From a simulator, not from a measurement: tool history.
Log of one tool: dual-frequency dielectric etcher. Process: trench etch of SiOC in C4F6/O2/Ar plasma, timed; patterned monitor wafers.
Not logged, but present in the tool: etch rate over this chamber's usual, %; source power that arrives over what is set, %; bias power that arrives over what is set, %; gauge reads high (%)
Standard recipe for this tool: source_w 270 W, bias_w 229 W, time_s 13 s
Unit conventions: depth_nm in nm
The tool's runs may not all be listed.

| run | hour | source_w | bias_w | time_s | wafers since the last listed run | hours since the last wet clean | hours since the last source power generator calibration | hours since the last bias power generator calibration | hours since the last upper electrode change | hours since the gauge calibration | read-back reference wafer on the same gauge, depth_nm | depth_nm |
|---|---|---|---|---|---|---|---|---|---|---|---|---|
| 1 | 0 | 270 | 229 | 13 | 0 | 260.8 | 1998.2 | 3899.3 | 5394.4 | 81.9 | 23.9 | 25.1 |
| 2 | 13.6 | 270 | 263 | 13 | 179 | 274.4 | 2011.8 | 3912.9 | 5408 | 95.5 | 23.91 | 26.53 |
| 3 | 30.2 | 270 | 263 | 13 | 219 | 291 | 2028.4 | 3929.5 | 5424.6 | 112.1 | 23.9 | 26.57 |
| 4 | 43.5 | 270 | 263 | 13 | 175 | 304.3 | 2041.7 | 3942.8 | 5437.9 | 125.4 | 23.9 | 26.67 |
| 5 | 53 | 270 | 229 | 13 | 125 | 313.8 | 2051.2 | 3952.3 | 5447.4 | 134.9 | 23.88 | 25.21 |
| 6 | 67.6 | 270 | 229 | 13 | 192 | 328.4 | 2065.8 | 3966.9 | 5462 | 149.5 | 23.91 | 25.17 |
| 7 | 81 | 240 | 209 | 13 | 176 | 341.8 | 2079.2 | 3980.3 | 5475.4 | 162.9 | 23.9 | 23.05 |
| 8 | 96.7 | 240 | 209 | 13 | 207 | 357.5 | 2094.9 | 3996 | 5491.1 | 178.6 | 23.9 | 23.1 |
|  | 114.2 | source power generator calibrated |
|  | 124.7 | wet clean of the chamber |
| 9 | 125.2 | 270 | 267 | 13 | 184 | 0.5 | 11 | 4024.5 | 5519.6 | 207.1 | 23.91 | 26.5 |
| 10 | 125.6 | 270 | 229 | 13 | 5 | 0.9 | 11.4 | 4024.9 | 5520 | 207.5 | 23.9 | 24.89 |
|  | 154 | upper electrode replaced |
| 11 | 154.5 | 270 | 229 | 13 | 64 | 29.8 | 40.3 | 4053.8 | 0.5 | 236.4 | 23.9 | 25 |
| 12 | 154.8 | 270 | 229 | 13 | 3 | 30.1 | 40.6 | 4054.1 | 0.8 | 236.7 | 23.9 | 24.91 |
| 13 | 158.7 | 330 | 184 | 15 | 51 | 34 | 44.5 | 4058 | 4.7 | 240.6 | 23.9 | 28.61 |
| 14 | 175.6 | 270 | 209 | 13 | 223 | 50.9 | 61.4 | 4074.9 | 21.6 | 257.5 | 23.9 | 24.05 |
| 15 | 193.4 | 270 | 229 | 13 | 235 | 68.7 | 79.2 | 4092.7 | 39.4 | 275.3 | 23.9 | 24.93 |
| 16 | 206.5 | 320 | 209 | 10.5 | 173 | 81.8 | 92.3 | 4105.8 | 52.5 | 288.4 | 23.9 | 20.87 |
|  | 212.1 | gauge calibrated |
| 17 | 213 | 230 | 229 | 13 | 85 | 88.3 | 98.8 | 4112.3 | 59 | 0.9 | 23.9 | 23.34 |
|  | 220.7 | bias power generator calibrated |
| 18 | 227.2 | 270 | 263 | 13 | 134 | 102.5 | 113 | 6.5 | 73.2 | 15.1 | 23.9 | 26.45 |
| 19 | 242.1 | 330 | 184 | 15 | 196 | 117.4 | 127.9 | 21.4 | 88.1 | 30 | 23.89 | 28.82 |
| 20 | 248.2 | 270 | 247 | 9 | 80 | 123.5 | 134 | 27.5 | 94.2 | 36.1 | 23.9 | 17.83 |
| 21 | 269.2 | 270 | 229 | 11.5 | 277 | 144.5 | 155 | 48.5 | 115.2 | 57.1 | 23.89 | 22.14 |
| 22 | 279.2 | 330 | 229 | 13 | 132 | 154.5 | 165 | 58.5 | 125.2 | 67.1 | 23.9 | 27.24 |
| 23 | 294.9 | 270 | 229 | 13 | 207 | 170.2 | 180.7 | 74.2 | 140.9 | 82.8 | 23.9 | 25.06 |
| 24 | 302 | 270 | 229 | 13 | 93 | 177.3 | 187.8 | 81.3 | 148 | 89.9 | 23.9 | 24.95 |

For each run, what was the tool's unlogged condition?
source power that arrives over what is set, %: 0 in every run
bias power that arrives over what is set, %: 0 in every run
gauge reads high (%): 0 in every run
H1: etch rate over this chamber's usual, %
| run | H1 |
|---|---|
| 1 | 1.07 |
| 2 | 1.11 |
| 3 | 1.17 |
| 4 | 1.22 |
| 5 | 1.25 |
| 6 | 1.31 |
| 7 | 1.35 |
| 8 | 1.41 |
| 9 | 0.149 |
| 10 | 0.15 |
| 11 | 0.253 |
| 12 | 0.254 |
| 13 | 0.268 |
| 14 | 0.328 |
| 15 | 0.391 |
| 16 | 0.437 |
| 17 | 0.461 |
| 18 | 0.511 |
| 19 | 0.564 |
| 20 | 0.586 |
| 21 | 0.66 |
| 22 | 0.696 |
| 23 | 0.751 |
| 24 | 0.777 |

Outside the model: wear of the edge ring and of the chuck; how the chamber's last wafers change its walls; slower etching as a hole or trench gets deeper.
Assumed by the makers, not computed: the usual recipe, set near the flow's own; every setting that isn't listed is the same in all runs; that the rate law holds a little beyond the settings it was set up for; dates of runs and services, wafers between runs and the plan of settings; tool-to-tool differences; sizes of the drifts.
